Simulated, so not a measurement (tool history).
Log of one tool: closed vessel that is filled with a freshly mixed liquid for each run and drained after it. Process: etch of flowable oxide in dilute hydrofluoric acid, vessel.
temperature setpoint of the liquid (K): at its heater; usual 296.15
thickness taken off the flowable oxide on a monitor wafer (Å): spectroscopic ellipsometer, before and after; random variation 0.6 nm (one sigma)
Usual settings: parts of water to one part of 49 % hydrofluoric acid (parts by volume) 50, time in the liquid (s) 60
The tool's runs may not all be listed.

run	hour	temperature setpoint of the liquid (K)	parts of water to one part of 49 % hydrofluoric acid (parts by volume)	time in the liquid (s)	wafers since the last listed run	hours since the thermometer was replaced	hours since the hydrofluoric acid flow meter was replaced	hours since the gauge calibration	read-back film thickness of the flowable oxide reference wafer, read on the same gauge (nm)	thickness taken off the flowable oxide on a monitor wafer (Å)
1	0	296.15	50	60	0	2634.1	647.3	93	90.01	867.6
2	7.4	296.15	50	60	733	2641.5	654.7	100.4	89.96	861.5
3	25	296.15	50	60	1745	2659.1	672.3	118	90.03	871.3
4	41.1	296.15	50	60	1596	2675.2	688.4	134.1	90	869.6
5	56.5	292.65	50	60	1527	2690.6	703.8	149.5	90.03	759.1
6	71.8	292.65	50	60	1517	2705.9	719.1	164.8	89.99	748.1
7	85.6	292.65	50	60	1368	2719.7	732.9	178.6	90.02	761.8
8	103.5	296.15	50	45	1775	2737.6	750.8	196.5	89.98	663.9
9	117.9	296.15	50	45	1428	2752	765.2	210.9	89.97	657.1
10	133.8	296.15	35	45	1577	2767.9	781.1	226.8	89.96	966.7
11	143.6	296.15	50	60	972	2777.7	790.9	236.6	90.07	884.5
12	157.4	299.15	50	80	1368	2791.5	804.7	250.4	90.03	1346.9
13	167.8	299.15	50	80	1031	2801.9	815.1	260.8	90.02	1352.7
14	175.1	296.15	50	60	724	2809.2	822.4	268.1	90.01	895.8
15	192.1	296.15	50	60	1686	2826.2	839.4	285.1	89.99	889.1
16	206.2	296.15	50	60	1398	2840.3	853.5	299.2	89.99	882.8
17	224.8	296.15	50	30	1844	2858.9	872.1	317.8	90	455.5
# hour 228.1: hydrofluoric acid flow meter replaced
18	233.2	294.15	25	30	733	2867.3	5.1	326.2	90.01	760.8
19	239.8	297.65	60	90	654	2873.9	11.7	332.8	90	1037.4
20	254.1	296.15	50	50	1418	2888.2	26	347.1	90.02	662
21	266.3	296.15	50	80	1210	2900.4	38.2	359.3	90.01	1058.5
22	275.8	299.15	40	40	942	2909.9	47.7	368.8	89.95	763.7
# hour 277.3: gauge calibrated
23	287.6	298.15	40	30	1170	2921.7	59.5	10.3	89.96	553.2
24	294.9	296.15	30	40	724	2929	66.8	17.6	89.99	904.9
# hour 302.7: thermometer replaced
25	303.2	299.15	40	85	724	0.5	75.1	25.9	90.01	1638
26	319.2	292.65	30	40	1586	16.5	91.1	41.9	89.99	787.6
27	336.4	296.15	50	60	1705	33.7	108.3	59.1	90	800.8
28	346.5	296.15	50	60	1001	43.8	118.4	69.2	90	811
29	358.2	298.65	60	35	1160	55.5	130.1	80.9	90.02	426.8
30	364.4	296.15	35	60	614	61.7	136.3	87.1	89.99	1174.5
31	378.6	294.65	65	60	1408	75.9	150.5	101.3	89.98	574.2
32	389.6	298.65	50	60	1091	86.9	161.5	112.3	90.02	900.9
33	402.7	296.15	50	60	1299	100	174.6	125.4	89.96	810

How the hidden state differs across the entries between the runs, from the last listed run before each to the first after it:
Between runs 17 and 18: hydrofluoric acid flow meter replaced (hour 228.1)
  hydrofluoric acid flow above the setpoint (%): 14 -> 0.871
  measured less the result without the state, thickness taken off the flowable oxide on a monitor wafer (Å): +58.9 -> +6.9
Between runs 22 and 23: gauge calibrated (hour 277.3)
  hydrofluoric acid flow above the setpoint (%): 1.54 -> 1.72
  measured less the result without the state, thickness taken off the flowable oxide on a monitor wafer (Å): +12.3 -> +9.9
Between runs 24 and 25: thermometer replaced (hour 302.7)
  hydrofluoric acid flow above the setpoint (%): 1.84 -> 1.97
  measured less the result without the state, thickness taken off the flowable oxide on a monitor wafer (Å): +16.9 -> +33.3
